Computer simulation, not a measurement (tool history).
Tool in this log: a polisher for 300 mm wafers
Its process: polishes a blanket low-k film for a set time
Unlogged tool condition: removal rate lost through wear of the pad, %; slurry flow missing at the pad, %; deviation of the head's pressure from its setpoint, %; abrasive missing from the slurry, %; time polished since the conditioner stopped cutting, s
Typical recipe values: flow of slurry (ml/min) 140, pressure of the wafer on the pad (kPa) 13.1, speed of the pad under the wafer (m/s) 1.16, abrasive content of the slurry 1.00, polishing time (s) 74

run    hour  flow of slurry (ml/min)  pressure of the wafer on the pad (kPa)  speed of the pad under the wafer (m/s)  abrasive content of the slurry  polishing time (s)  wafers since the last listed run  wafers polished on this pad  hours since the slurry nozzle was cleaned  hours since the head pressure was calibrated  hours since the slurry blender was calibrated  hours since the conditioning disc was replaced  incoming thickness of the incoming film, nm  film removed (nm)
  1     0.0                      140                                    13.1                                    1.16                            1.00                  74                                 0                          766                                      114.9                                         219.2                                          130.1                                           119.6                                        743.4               33.5
  2    66.8                      140                                    13.1                                    1.16                            1.00                  74                               446                         1213                                      181.7                                         286.0                                          196.9                                           186.4                                        741.3               32.5
      211.2  -- slurry blender recalibrated
      212.3  -- head pressure recalibrated
  3   261.1                      140                                    16.5                                    1.16                            1.00                  74                              1278                         2491                                      376.0                                          48.8                                           49.9                                           380.7                                        751.0               36.6
      270.4  -- worn pad replaced by a new one
  4   319.4                      140                                    16.5                                    1.16                            1.00                  74                               363                          327                                      434.3                                         107.1                                          108.2                                           439.0                                        767.7               35.9
  5   359.6                      140                                    16.5                                    1.16                            1.00                  74                               268                          596                                      474.5                                         147.3                                          148.4                                           479.2                                        746.0               36.8
  6   411.0                      140                                    13.1                                    1.16                            1.00                  60                               343                          940                                      525.9                                         198.7                                          199.8                                           530.6                                        738.8               24.9
      457.0  -- conditioning disc replaced and pad reconditioned
  7   479.2                      140                                    13.1                                    1.16                            1.00                  60                               442                         1383                                      594.1                                         266.9                                          268.0                                            22.2                                        746.6               25.0
      519.6  -- slurry blender recalibrated
  8   531.6                      140                                    13.1                                    1.16                            1.00                  60                               337                         1720                                      646.5                                         319.3                                           12.0                                            74.6                                        751.2               24.6
      589.6  -- worn pad replaced by a new one
  9   592.0                      140                                    13.1                                    1.16                            1.00                  74                               377                           15                                      706.9                                         379.7                                           72.4                                           135.0                                        746.4               30.0
 10   623.6                      110                                    11.7                                    0.86                            0.85                  74                               211                          227                                      738.5                                         411.3                                          104.0                                           166.6                                        756.2               19.6
 11   676.2                      140                                    13.1                                    1.16                            1.00                  74                               351                          579                                      791.1                                         463.9                                          156.6                                           219.2                                        754.0               30.3
      699.6  -- head pressure recalibrated
      724.0  -- slurry nozzle cleaned
 12   740.6                      105                                    13.1                                    1.16                            1.00                  74                               410                          989                                       16.6                                          41.0                                          221.0                                           283.6                                        755.7               30.7
 13   767.6                      140                                    13.1                                    1.54                            1.00                  74                               180                         1170                                       43.6                                          68.0                                          248.0                                           310.6                                        753.7               39.7
 14   801.0                      155                                     8.3                                    0.78                            1.00                  74                               223                         1393                                       77.0                                         101.4                                          281.4                                           344.0                                        751.5               18.9
 15   863.4                      140                                    13.1                                    1.16                            1.00                  74                               417                         1811                                      139.4                                         163.8                                          343.8                                           406.4                                        744.4               33.0
      880.8  -- slurry blender recalibrated
 16   900.0                      140                                    13.1                                    1.16                            0.90                  74                               231                         2042                                      176.0                                         200.4                                           19.2                                           443.0                                        758.2               30.6
      937.2  -- worn pad replaced by a new one
 17   966.5                      140                                    13.1                                    1.16                            1.00                  74                               418                          195                                      242.5                                         266.9                                           85.7                                           509.5                                        740.5               32.9
 18  1012.0                      140                                    14.5                                    1.16                            1.15                  74                               304                          500                                      288.0                                         312.4                                          131.2                                           555.0                                        763.0               36.2
 19  1046.2                      140                                    13.1                                    1.16                            1.00                  60                               228                          728                                      322.2                                         346.6                                          165.4                                           589.2                                        741.3               26.1
     1076.8  -- conditioning disc replaced and pad reconditioned
 20  1092.8                      140                                    13.1                                    1.00                            1.00                  74                               298                         1027                                      368.8                                         393.2                                          212.0                                            16.0                                        759.0               28.8
     1124.9  -- head pressure recalibrated
 21  1161.2                      140                                    13.1                                    1.16                            1.00                  74                               444                         1471                                      437.2                                          36.3                                          280.4                                            84.4                                        762.0               29.3
 22  1208.2                      140                                    13.1                                    1.16                            0.75                  74                               314                         1785                                      484.2                                          83.3                                          327.4                                           131.4                                        760.8               27.0
     1226.5  -- slurry blender recalibrated
     1259.1  -- worn pad replaced by a new one
 23  1263.8                       95                                    10.3                                    1.56                            1.30                  74                               331                           31                                      539.8                                         138.9                                           37.3                                           187.0                                        752.3               29.1
 24  1301.5                      140                                     9.7                                    1.16                            1.00                  49                               252                          283                                      577.5                                         176.6                                           75.0                                           224.7                                        747.3               15.7

5 options for the next run, each taken on its own from the tool as it stands now. Forecast them:
  A  1301.9                      140                                    13.1                                    1.16                            1.00                  95                                 2                          286                                      577.9                                         177.0                                           75.4                                           225.1                                        757.9                  ?
  B  1301.9                      140                                    13.1                                    1.02                            1.00                  74                                 2                          286                                      577.9                                         177.0                                           75.4                                           225.1                                        757.9                  ?
  C  1301.9                      175                                    13.1                                    1.16                            0.80                  74                                 2                          286                                      577.9                                         177.0                                           75.4                                           225.1                                        757.9                  ?
  D  1301.9                      140                                    15.2                                    1.26                            1.25                  74                                 2                          286                                      577.9                                         177.0                                           75.4                                           225.1                                        757.9                  ?
  E  1301.9                      140                                    17.9                                    1.16                            1.00                  74                                 2                          286                                      577.9                                         177.0                                           75.4                                           225.1                                        757.9                  ?

run  film removed (nm)
  A               38.6
  B               27.7
  C               29.9
  D               38.1
  E               38.5
What these runs would have given with no unlogged condition in the tool:
run  film removed (nm)
  A               42.7
  B               30.6
  C               32.3
  D               42.1
  E               42.5
